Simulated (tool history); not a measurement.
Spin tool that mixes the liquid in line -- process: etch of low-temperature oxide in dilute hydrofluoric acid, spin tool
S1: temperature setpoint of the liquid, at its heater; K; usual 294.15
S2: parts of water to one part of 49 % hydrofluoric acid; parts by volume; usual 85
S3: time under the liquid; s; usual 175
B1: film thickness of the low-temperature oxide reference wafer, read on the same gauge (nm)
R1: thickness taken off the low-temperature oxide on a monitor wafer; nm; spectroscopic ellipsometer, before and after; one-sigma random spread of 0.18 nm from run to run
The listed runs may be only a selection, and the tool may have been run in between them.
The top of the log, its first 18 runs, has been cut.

run,hour,S1,S2,S3,B1,R1
19,922.1,296.15,55,175,100.05,87.25
20,983.8,294.15,85,175,100,50.55
21,1022.8,294.15,110,175,100.03,37.59
22,1053.3,294.15,85,215,100.01,61.88
23,1116.7,294.15,85,175,100.02,50.23
24,1145,294.15,85,130,100.01,37.57
25,1188.1,294.15,105,175,100.03,39.66
26,1212.4,294.15,85,175,100.03,50.18
27,1283.3,294.15,115,140,99.98,28.93
28,1309.6,290.65,85,175,99.98,43.65
# hour 1366.8: thermometer replaced
29,1485.2,292.65,85,275,99.97,73.17
30,1538.4,294.15,85,240,99.95,68.09
31,1572.7,294.15,105,175,100.03,38.97
32,1613.7,294.15,85,175,99.94,49.63
33,1664.8,296.65,100,175,100.03,46.02

Branching from run 33: 3 alternative next runs. What would each branch give?
A,1665.3,294.15,85,175,?,?
B,1665.3,294.15,85,135,?,?
C,1665.3,290.15,85,175,?,?

run,B1,R1
A,100.02,49.45
B,100.02,38.15
C,100.02,41.84
Stripped of hidden state, with their random variation kept, the same runs would have yielded:
run,R1
A,49.15
B,37.91
C,41.57
